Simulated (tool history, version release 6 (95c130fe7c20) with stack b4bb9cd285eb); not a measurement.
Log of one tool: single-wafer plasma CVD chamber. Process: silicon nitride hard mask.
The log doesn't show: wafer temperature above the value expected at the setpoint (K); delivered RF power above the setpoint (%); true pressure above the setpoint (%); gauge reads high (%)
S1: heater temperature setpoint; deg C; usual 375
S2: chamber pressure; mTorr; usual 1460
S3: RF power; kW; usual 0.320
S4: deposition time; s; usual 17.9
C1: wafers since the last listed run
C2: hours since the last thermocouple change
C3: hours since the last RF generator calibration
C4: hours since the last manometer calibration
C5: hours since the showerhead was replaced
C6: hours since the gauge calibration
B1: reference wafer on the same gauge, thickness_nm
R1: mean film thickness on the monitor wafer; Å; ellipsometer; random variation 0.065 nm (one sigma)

Run 1, hour 0.0: usual settings but S4 17.1 s; C1 0; C2 913.1; C3 789.4; C4 1833.0; C5 4426.8; C6 69.3; B1 18.180. Result: R1 172.00 Å.
Run 2, hour 10.3: usual settings but S4 17.1 s; C1 162; C2 923.4; C3 799.7; C4 1843.3; C5 4437.1; C6 79.6; B1 18.185. Result: R1 171.25 Å.
Run 3, hour 22.5: usual settings but S4 17.1 s; C1 191; C2 935.6; C3 811.9; C4 1855.5; C5 4449.3; C6 91.8; B1 18.208. Result: R1 170.48 Å.
Run 4, hour 31.2: usual settings; C1 136; C2 944.3; C3 820.6; C4 1864.2; C5 4458.0; C6 100.5; B1 18.202. Result: R1 177.43 Å.
Run 5, hour 43.0: usual settings; C1 185; C2 956.1; C3 832.4; C4 1876.0; C5 4469.8; C6 112.3; B1 18.195. Result: R1 178.52 Å.
Run 6, hour 54.3: usual settings; C1 177; C2 967.4; C3 843.7; C4 1887.3; C5 4481.1; C6 123.6; B1 18.200. Result: R1 178.09 Å.
Run 7, hour 67.5: usual settings but S3 0.270 kW; C1 207; C2 980.6; C3 856.9; C4 1900.5; C5 4494.3; C6 136.8; B1 18.186. Result: R1 148.95 Å.
At hour 82.1: thermocouple changed; heater temperature recalibrated.
Run 8, hour 84.7: usual settings but S3 0.270 kW; C1 144; C2 2.6; C3 874.1; C4 1917.7; C5 4511.5; C6 154.0; B1 18.186. Result: R1 148.31 Å.
Run 9, hour 96.5: usual settings; C1 185; C2 14.4; C3 885.9; C4 1929.5; C5 4523.3; C6 165.8; B1 18.228. Result: R1 177.00 Å.
Run 10, hour 113.9: usual settings; C1 273; C2 31.8; C3 903.3; C4 1946.9; C5 4540.7; C6 183.2; B1 18.194. Result: R1 176.51 Å.
At hour 115.9: gauge calibrated.
At hour 130.7: showerhead replaced.
Run 11, hour 131.2: usual settings but S4 21.0 s; C1 146; C2 49.1; C3 920.6; C4 1964.2; C5 0.5; C6 15.3; B1 18.187. Result: R1 207.20 Å.
Run 12, hour 131.5: usual settings; C1 4; C2 49.4; C3 920.9; C4 1964.5; C5 0.8; C6 15.6; B1 18.184. Result: R1 175.48 Å.
Run 13, hour 137.1: usual settings but S3 0.375 kW; C1 88; C2 55.0; C3 926.5; C4 1970.1; C5 6.4; C6 21.2; B1 18.174. Result: R1 203.75 Å.
Run 14, hour 144.3: usual settings but S2 1250 mTorr, S4 16.1 s; C1 113; C2 62.2; C3 933.7; C4 1977.3; C5 13.6; C6 28.4; B1 18.188. Result: R1 148.30 Å.
At hour 154.4: capacitance manometer re-zeroed and calibrated.
At hour 161.7: RF generator calibrated.
Run 15, hour 162.2: usual settings; C1 40; C2 80.1; C3 0.5; C4 7.8; C5 31.5; C6 46.3; B1 18.191. Result: R1 188.07 Å.
Run 16, hour 162.5: usual settings; C1 4; C2 80.4; C3 0.8; C4 8.1; C5 31.8; C6 46.6; B1 18.215. Result: R1 189.06 Å.
Run 17, hour 174.3: usual settings but S1 389 deg C, S2 1580 mTorr, S3 0.280 kW, S4 17.0 s; C1 185; C2 92.2; C3 12.6; C4 19.9; C5 43.6; C6 58.4; B1 18.187. Result: R1 161.14 Å.
Run 18, hour 192.3: usual settings; C1 283; C2 110.2; C3 30.6; C4 37.9; C5 61.6; C6 76.4; B1 18.175. Result: R1 188.17 Å.
Run 19, hour 203.1: usual settings but S1 362 deg C, S2 1170 mTorr, S3 0.285 kW; C1 169; C2 121.0; C3 41.4; C4 48.7; C5 72.4; C6 87.2; B1 18.210. Result: R1 155.28 Å.
Run 20, hour 214.6: usual settings but S3 0.350 kW; C1 180; C2 132.5; C3 52.9; C4 60.2; C5 83.9; C6 98.7; B1 18.206. Result: R1 203.58 Å.

Some steps in R1 between neighbouring runs. How much of each would the tool show without its hidden state too (settings, what came in, random variation), and how much is left for the hidden state, with any gauge scatter that isn't in both results?
Run 13 -> 14: S2 1460 -> 1250, S3 0.375 -> 0.320, S4 17.9 -> 16.1. R1 -55.45 Å: hidden state +3.28, all else -58.73.
Run 14 -> 15: S2 1250 -> 1460, S4 16.1 -> 17.9, capacitance manometer re-zeroed and calibrated, RF generator calibrated. R1 +39.77 Å: hidden state +10.50, all else +29.27.
Run 19 -> 20: S1 362 -> 375, S2 1170 -> 1460, S3 0.285 -> 0.350. R1 +48.30 Å: hidden state -0.35, all else +48.65.
